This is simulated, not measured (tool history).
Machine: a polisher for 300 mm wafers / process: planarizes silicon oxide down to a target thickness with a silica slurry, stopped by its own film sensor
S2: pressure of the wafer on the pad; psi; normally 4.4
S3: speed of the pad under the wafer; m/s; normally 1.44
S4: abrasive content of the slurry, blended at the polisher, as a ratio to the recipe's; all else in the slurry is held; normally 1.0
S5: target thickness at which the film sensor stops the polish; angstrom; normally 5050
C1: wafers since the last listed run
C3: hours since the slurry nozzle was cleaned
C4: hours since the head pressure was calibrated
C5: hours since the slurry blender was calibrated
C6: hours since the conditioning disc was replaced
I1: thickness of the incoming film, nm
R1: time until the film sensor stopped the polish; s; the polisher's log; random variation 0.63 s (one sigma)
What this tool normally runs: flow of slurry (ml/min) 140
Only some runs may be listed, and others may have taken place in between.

Run 1, hour 0.0: usual settings but S2 4.7 psi, S3 1.12 m/s; C1 0; wafers polished on this pad 502; C3 413.1; C4 246.2; C5 142.2; C6 21.8; I1 827.4. Result: R1 90.5 s.
At hour 37.1: slurry blender recalibrated.
Run 2, hour 51.0: usual settings but S2 4.7 psi, S3 1.12 m/s; C1 561; wafers polished on this pad 1063; C3 464.1; C4 297.2; C5 13.9; C6 72.8; I1 827.8. Result: R1 92.3 s.
Run 3, hour 99.5: usual settings but S2 4.7 psi, S3 1.12 m/s; C1 555; wafers polished on this pad 1619; C3 512.6; C4 345.7; C5 62.4; C6 121.3; I1 818.5. Result: R1 90.2 s.
Run 4, hour 145.5: usual settings; C1 526; wafers polished on this pad 2146; C3 558.6; C4 391.7; C5 108.4; C6 167.3; I1 814.3. Result: R1 78.6 s.
At hour 147.3: slurry nozzle cleaned.
At hour 171.5: conditioning disc replaced and pad reconditioned.
At hour 177.2: worn pad replaced by a new one.
Run 5, hour 177.7: usual settings; C1 288; wafers polished on this pad 5; C3 30.4; C4 423.9; C5 140.6; C6 6.2; I1 822.1. Result: R1 73.5 s.
At hour 208.6: slurry blender recalibrated.
Run 6, hour 232.7: usual settings; C1 607; wafers polished on this pad 612; C3 85.4; C4 478.9; C5 24.1; C6 61.2; I1 819.9. Result: R1 76.0 s.
Run 7, hour 297.4: usual settings but S5 5290 angstrom; C1 741; wafers polished on this pad 1353; C3 150.1; C4 543.6; C5 88.8; C6 125.9; I1 830.0. Result: R1 73.2 s.
Run 8, hour 328.4: usual settings but flow of slurry (ml/min) 175, S3 1.58 m/s; C1 355; wafers polished on this pad 1708; C3 181.1; C4 574.6; C5 119.8; C6 156.9; I1 818.0. Result: R1 68.9 s.
Run 9, hour 362.7: usual settings but flow of slurry (ml/min) 175, S3 1.58 m/s; C1 392; wafers polished on this pad 2101; C3 215.4; C4 608.9; C5 154.1; C6 191.2; I1 826.3. Result: R1 70.6 s.
At hour 373.8: conditioning disc replaced and pad reconditioned.
At hour 387.3: slurry blender recalibrated.
At hour 396.6: worn pad replaced by a new one.
Run 10, hour 410.5: usual settings but flow of slurry (ml/min) 175, S3 1.58 m/s; C1 455; wafers polished on this pad 158; C3 263.2; C4 656.7; C5 23.2; C6 36.7; I1 824.2. Result: R1 63.8 s.
Run 11, hour 454.5: usual settings; C1 503; wafers polished on this pad 662; C3 307.2; C4 700.7; C5 67.2; C6 80.7; I1 805.2. Result: R1 69.5 s.
Run 12, hour 523.2: usual settings but flow of slurry (ml/min) 115, S5 4710 angstrom; C1 786; wafers polished on this pad 1449; C3 375.9; C4 769.4; C5 135.9; C6 149.4; I1 821.9. Result: R1 86.1 s.
Run 13, hour 549.0: usual settings but flow of slurry (ml/min) 95; C1 295; wafers polished on this pad 1745; C3 401.7; C4 795.2; C5 161.7; C6 175.2; I1 821.5. Result: R1 82.7 s.
At hour 567.3: conditioning disc replaced and pad reconditioned.
At hour 585.5: slurry blender recalibrated.
At hour 609.2: worn pad replaced by a new one.
Run 14, hour 609.7: usual settings but flow of slurry (ml/min) 100, S2 5.6 psi, S3 1.12 m/s; C1 603; wafers polished on this pad 5; C3 462.4; C4 855.9; C5 24.2; C6 42.4; I1 825.2. Result: R1 72.7 s.
Run 15, hour 644.4: usual settings but flow of slurry (ml/min) 175; C1 397; wafers polished on this pad 403; C3 497.1; C4 890.6; C5 58.9; C6 77.1; I1 827.5. Result: R1 69.9 s.
Run 16, hour 675.9: usual settings but S3 1.58 m/s, S5 4360 angstrom; C1 360; wafers polished on this pad 763; C3 528.6; C4 922.1; C5 90.4; C6 108.6; I1 820.4. Result: R1 82.4 s.
At hour 697.0: slurry nozzle cleaned.
Run 17, hour 711.2: usual settings but S5 6130 angstrom; C1 392; wafers polished on this pad 1156; C3 14.2; C4 957.4; C5 125.7; C6 143.9; I1 831.2. Result: R1 51.1 s.
At hour 735.2: head pressure recalibrated.
Run 18, hour 751.5: usual settings but flow of slurry (ml/min) 115, S5 4710 angstrom; C1 438; wafers polished on this pad 1595; C3 54.5; C4 16.3; C5 166.0; C6 184.2; I1 831.6. Result: R1 98.7 s.
At hour 761.5: conditioning disc replaced and pad reconditioned.
At hour 793.2: worn pad replaced by a new one.
At hour 793.4: slurry blender recalibrated.
Run 19, hour 796.5: usual settings but flow of slurry (ml/min) 95; C1 444; wafers polished on this pad 35; C3 99.5; C4 61.3; C5 3.1; C6 35.0; I1 817.0. Result: R1 82.1 s.
Run 20, hour 862.7: usual settings; C1 758; wafers polished on this pad 793; C3 165.7; C4 127.5; C5 69.3; C6 101.2; I1 817.3. Result: R1 78.7 s.
Run 21, hour 918.8: usual settings but flow of slurry (ml/min) 115, S5 4710 angstrom; C1 642; wafers polished on this pad 1436; C3 221.8; C4 183.6; C5 125.4; C6 157.3; I1 820.1. Result: R1 93.1 s.
Run 22, hour 944.8: usual settings but flow of slurry (ml/min) 165, S2 4.8 psi, S3 1.22 m/s, S4 1.1; C1 297; wafers polished on this pad 1734; C3 247.8; C4 209.6; C5 151.4; C6 183.3; I1 820.8. Result: R1 79.4 s.
At hour 977.3: conditioning disc replaced and pad reconditioned.
At hour 989.6: slurry blender recalibrated.
Run 23, hour 1000.4: usual settings but S2 3.7 psi, S3 0.96 m/s; C1 591; wafers polished on this pad 2325; C3 303.4; C4 265.2; C5 10.8; C6 23.1; I1 832.6. Result: R1 140.6 s.

Consider 4 possible next runs. They are alternatives, not a sequence: every one starts from the tool as it was left by run 23. What does each give?
Run A, hour 1000.8: usual settings; C1 4; wafers polished on this pad 2329; C3 303.8; C4 265.6; C5 11.2; C6 23.5; I1 831.1. Result: R1 ?.
Run B, hour 1000.8: usual settings but flow of slurry (ml/min) 180, S2 5.2 psi, S3 1.58 m/s, S5 5760 angstrom; C1 4; wafers polished on this pad 2329; C3 303.8; C4 265.6; C5 11.2; C6 23.5; I1 831.1. Result: R1 ?.
Run C, hour 1000.8: usual settings but S4 0.8; C1 4; wafers polished on this pad 2329; C3 303.8; C4 265.6; C5 11.2; C6 23.5; I1 831.1. Result: R1 ?.
Run D, hour 1000.8: usual settings but S5 4640 angstrom; C1 4; wafers polished on this pad 2329; C3 303.8; C4 265.6; C5 11.2; C6 23.5; I1 831.1. Result: R1 ?.

run    R1
  A  83.3
  B  49.0
  C  88.8
  D  93.7
Had the tool no hidden state, the same runs would have come out as:
run    R1
  A  77.4
  B  45.5
  C  82.6
  D  87.1
